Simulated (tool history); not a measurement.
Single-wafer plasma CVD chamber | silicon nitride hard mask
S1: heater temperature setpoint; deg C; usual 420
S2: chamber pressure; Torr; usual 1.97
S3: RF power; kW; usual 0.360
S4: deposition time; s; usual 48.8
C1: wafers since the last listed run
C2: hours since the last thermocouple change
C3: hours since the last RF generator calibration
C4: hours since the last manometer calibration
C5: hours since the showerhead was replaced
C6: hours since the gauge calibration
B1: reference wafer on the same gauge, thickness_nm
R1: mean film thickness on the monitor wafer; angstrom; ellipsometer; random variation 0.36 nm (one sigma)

run	day	S1	S2	S3	S4	C1	C2	C3	C4	C5	C6	B1	R1
1	0.000	420	1.97	0.360	48.8	0	884.2	1347.9	239.1	2806.2	758.6	75.946	687.84
# day 1.775: RF generator calibrated
2	3.667	420	1.97	0.360	48.8	2554	972.2	45.4	327.1	2894.2	846.6	76.082	709.56
3	16.121	420	1.97	0.360	48.8	9544	1271.1	344.3	626.0	3193.1	1145.5	75.954	694.48
4	17.854	420	1.97	0.360	48.8	1328	1312.7	385.9	667.6	3234.7	1187.1	76.018	692.10
5	20.462	420	1.97	0.360	48.8	1998	1375.3	448.5	730.2	3297.3	1249.7	76.093	693.06
6	23.825	420	2.19	0.360	48.8	2576	1456.0	529.2	810.9	3378.0	1330.4	76.048	716.12
7	27.379	420	1.97	0.360	48.8	2723	1541.3	614.5	896.2	3463.3	1415.7	75.953	691.45
8	29.367	420	1.97	0.360	48.8	1523	1589.0	662.2	943.9	3511.0	1463.4	76.054	690.51
9	31.125	420	1.97	0.390	48.8	1347	1631.2	704.4	986.1	3553.2	1505.6	76.138	712.65
# day 36.379: gauge calibrated
10	36.542	410	1.50	0.310	46.0	4151	1761.2	834.4	1116.1	3683.2	3.9	76.002	552.03
11	38.258	420	1.97	0.360	48.8	1315	1802.4	875.6	1157.3	3724.4	45.1	76.116	690.20
12	42.296	433	2.44	0.290	44.6	3094	1899.3	972.5	1254.2	3821.3	142.0	76.127	608.13
# day 42.692: showerhead replaced
# day 42.854: thermocouple changed; heater temperature recalibrated
13	45.779	414	1.97	0.360	48.8	2287	70.2	1056.1	1337.8	74.1	225.6	75.921	690.03
14	47.492	420	1.97	0.360	48.8	1312	111.3	1097.2	1378.9	115.2	266.7	75.872	690.17
# day 48.442: RF generator calibrated
# day 48.450: capacitance manometer re-zeroed and calibrated
15	51.175	420	1.60	0.340	48.8	2562	199.7	65.6	65.4	203.6	355.1	76.152	640.20
16	54.792	427	1.97	0.360	43.6	2771	286.5	152.4	152.2	290.4	441.9	76.050	633.09
17	58.792	420	1.97	0.360	48.8	3065	382.5	248.4	248.2	386.4	537.9	75.955	695.43
18	63.262	433	1.97	0.360	48.8	3426	489.8	355.7	355.5	493.7	645.2	75.968	691.06
19	66.971	409	2.30	0.425	48.8	2841	578.8	444.7	444.5	582.7	734.2	75.950	792.47

Measured less the same run without the tool's hidden state. The same run-to-run variation is in both; the gauge's scatter may not be:
The hidden state here: wafer temperature above the value expected at the setpoint (K); delivered RF power above the setpoint (%); true pressure above the setpoint (%); gauge reads high (%).
run	R1
1	-20.75
2	-6.93
3	-16.24
4	-17.06
5	-18.26
6	-20.20
7	-20.63
8	-21.14
9	-22.26
10	-18.97
11	-22.94
12	-21.82
13	-23.89
14	-24.06
15	-4.17
16	-7.07
17	-10.69
18	-13.20
19	-15.88
